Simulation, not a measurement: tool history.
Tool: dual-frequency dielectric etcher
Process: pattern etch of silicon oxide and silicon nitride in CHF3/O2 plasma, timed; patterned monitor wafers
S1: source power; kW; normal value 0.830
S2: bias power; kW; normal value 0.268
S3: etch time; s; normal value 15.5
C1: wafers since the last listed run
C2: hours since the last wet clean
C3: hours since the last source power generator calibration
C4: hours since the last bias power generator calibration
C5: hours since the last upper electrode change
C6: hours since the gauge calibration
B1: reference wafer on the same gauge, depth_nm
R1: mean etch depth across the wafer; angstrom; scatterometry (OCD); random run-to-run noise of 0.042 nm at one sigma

run	hour	S1	S2	S3	C1	C2	C3	C4	C5	C6	B1	R1
1	0.0	0.830	0.248	15.5	0	510.8	2605.3	1832.4	6216.6	234.2	31.10	271.8
2	8.6	0.830	0.268	15.5	156	519.4	2613.9	1841.0	6225.2	242.8	31.12	278.9
3	15.5	0.830	0.268	15.5	125	526.3	2620.8	1847.9	6232.1	249.7	31.09	278.7
4	25.4	0.830	0.268	15.5	180	536.2	2630.7	1857.8	6242.0	259.6	31.11	279.1
# hour 49.8: upper electrode replaced
5	50.3	0.830	0.268	15.5	16	561.1	2655.6	1882.7	0.5	284.5	31.11	278.7
6	57.2	0.830	0.268	15.5	125	568.0	2662.5	1889.6	7.4	291.4	31.08	278.7
# hour 87.0: wet clean of the chamber
7	87.5	0.830	0.268	15.5	114	0.5	2692.8	1919.9	37.7	321.7	31.11	284.3
8	87.8	0.830	0.268	15.5	5	0.8	2693.1	1920.2	38.0	322.0	31.09	283.2
9	98.7	0.830	0.268	15.5	198	11.7	2704.0	1931.1	48.9	332.9	31.10	283.0
# hour 133.8: bias power generator calibrated
10	137.3	0.830	0.268	15.5	630	50.3	2742.6	3.5	87.5	371.5	31.10	283.0
# hour 142.6: source power generator calibrated
# hour 153.4: gauge calibrated
11	153.6	0.830	0.268	19.5	224	66.6	11.0	19.8	103.8	0.2	31.10	354.3
12	160.2	0.830	0.268	15.5	120	73.2	17.6	26.4	110.4	6.8	31.11	282.9
13	178.2	0.920	0.202	11.5	327	91.2	35.6	44.4	128.4	24.8	31.10	199.9
14	184.5	0.760	0.268	15.5	114	97.5	41.9	50.7	134.7	31.1	31.09	272.0
15	202.4	1.020	0.289	17.5	326	115.4	59.8	68.6	152.6	49.0	31.09	356.2
16	211.3	0.970	0.268	19.0	162	124.3	68.7	77.5	161.5	57.9	31.09	369.1
17	219.4	0.770	0.309	14.0	147	132.4	76.8	85.6	169.6	66.0	31.10	258.4
18	236.7	1.020	0.268	19.0	315	149.7	94.1	102.9	186.9	83.3	31.09	376.1
19	249.9	0.620	0.268	18.5	240	162.9	107.3	116.1	200.1	96.5	31.10	296.2
20	256.4	0.830	0.248	15.5	118	169.4	113.8	122.6	206.6	103.0	31.11	274.5
21	266.3	0.830	0.320	11.5	180	179.3	123.7	132.5	216.5	112.9	31.11	221.7
22	280.9	0.830	0.202	15.5	265	193.9	138.3	147.1	231.1	127.5	31.11	256.4
23	296.7	0.830	0.268	14.0	287	209.7	154.1	162.9	246.9	143.3	31.10	253.9
24	305.5	0.720	0.268	15.5	160	218.5	162.9	171.7	255.7	152.1	31.09	264.1
25	311.8	0.720	0.268	15.5	114	224.8	169.2	178.0	262.0	158.4	31.12	264.0
26	318.9	0.670	0.202	13.5	129	231.9	176.3	185.1	269.1	165.5	31.12	203.1
27	332.3	0.830	0.268	15.5	244	245.3	189.7	198.5	282.5	178.9	31.08	280.7
28	346.8	0.660	0.232	12.5	264	259.8	204.2	213.0	297.0	193.4	31.11	195.6
29	358.9	0.990	0.227	11.5	220	271.9	216.3	225.1	309.1	205.5	31.11	212.1

Selected run-to-run steps in R1, each split into two signed amounts: the part the tool would show with no hidden state at all (from settings, incoming material and random variation), and the remainder, which goes to the hidden state together with any gauge scatter not common to the measured and the hidden-state-free results:
Hidden state at play: etch rate over this chamber's usual, %; source power that arrives over what is set, %; bias power that arrives over what is set, %; gauge reads high (%).
Run 6 -> 7: wet clean of the chamber. R1 +5.6 angstrom: hidden state +4.5, all else +1.1.
Run 16 -> 17: S1 0.970 -> 0.770, S2 0.268 -> 0.309, S3 19.0 -> 14.0. R1 -110.7 angstrom: hidden state +0.3, all else -111.0.
Run 17 -> 18: S1 0.770 -> 1.020, S2 0.309 -> 0.268, S3 14.0 -> 19.0. R1 +117.7 angstrom: hidden state -0.7, all else +118.4.
Run 26 -> 27: S1 0.670 -> 0.830, S2 0.202 -> 0.268, S3 13.5 -> 15.5. R1 +77.6 angstrom: hidden state -0.8, all else +78.4.

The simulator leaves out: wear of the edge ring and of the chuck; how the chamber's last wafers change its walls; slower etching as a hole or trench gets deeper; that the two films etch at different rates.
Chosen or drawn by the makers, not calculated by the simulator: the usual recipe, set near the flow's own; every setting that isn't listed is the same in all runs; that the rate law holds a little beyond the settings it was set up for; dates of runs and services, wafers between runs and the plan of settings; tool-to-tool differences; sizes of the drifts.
